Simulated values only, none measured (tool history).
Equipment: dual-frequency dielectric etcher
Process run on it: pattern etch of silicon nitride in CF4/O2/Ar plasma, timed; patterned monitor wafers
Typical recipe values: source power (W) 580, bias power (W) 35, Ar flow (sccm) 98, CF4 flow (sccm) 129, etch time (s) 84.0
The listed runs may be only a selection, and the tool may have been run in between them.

run,hour,source power (W),bias power (W),Ar flow (sccm),CF4 flow (sccm),etch time (s),"read-back reference wafer on the same gauge, depth_nm",mean etch depth across the wafer (Å)
1,0.0,580,35,98,129,84.0,181.6,1700
2,27.3,580,35,98,129,84.0,181.9,1696
3,192.9,580,35,98,129,84.0,182.2,1690
# hour 232.6: gauge calibrated
4,234.2,580,35,98,129,84.0,182.1,1693
5,264.2,580,35,98,129,84.0,182.2,1691
6,309.8,680,35,98,129,84.0,182.0,1913
7,356.0,460,35,80,110,108.5,182.0,1841
8,436.6,580,26,118,129,91.0,181.9,1647
# hour 452.1: bias power generator calibrated
9,461.3,580,35,98,114,84.0,182.0,1660
# hour 533.4: upper electrode replaced
# hour 543.9: wet clean of the chamber
10,634.3,630,35,85,117,84.0,182.2,1790
# hour 645.7: Ar flow controller replaced
11,695.9,580,35,98,129,84.0,182.1,1686
# hour 748.6: CF4 flow controller replaced
# hour 760.1: source power generator calibrated
12,760.6,580,35,78,129,84.0,182.0,1759
13,827.5,580,35,98,115,73.5,182.3,1498
14,886.4,580,27,98,108,84.0,182.0,1588
15,953.5,580,35,98,159,84.0,182.0,1786
16,996.1,580,35,98,129,84.0,182.2,1732
17,1025.9,580,35,98,120,84.0,182.1,1723
18,1060.4,580,35,98,129,84.0,181.9,1735
# hour 1088.9: wet clean of the chamber
19,1089.4,580,35,98,144,84.0,181.9,1762
20,1117.5,580,35,110,129,84.0,182.0,1719
21,1146.4,680,35,81,150,70.0,182.0,1684
22,1170.6,580,35,98,129,84.0,181.7,1731

Below, each run's measurement less what the same run would have read without the hidden state. Both values contain the same run-to-run variation, but the gauge's scatter may not be the same in both:
Hidden state present: etch rate over this chamber's usual, %; source power that arrives over what is set, %; bias power that arrives over what is set, %; Ar flow that arrives over what is set, %; CF4 flow that arrives over what is set, %; gauge reads high (%).
run,mean etch depth across the wafer (Å)
1,-42
2,-43
3,-47
4,-49
5,-49
6,-57
7,-56
8,-53
9,-54
10,-64
11,-62
12,-3
13,-2
14,-3
15,-3
16,-3
17,-2
18,-3
19,-3
20,-3
21,-3
22,-3
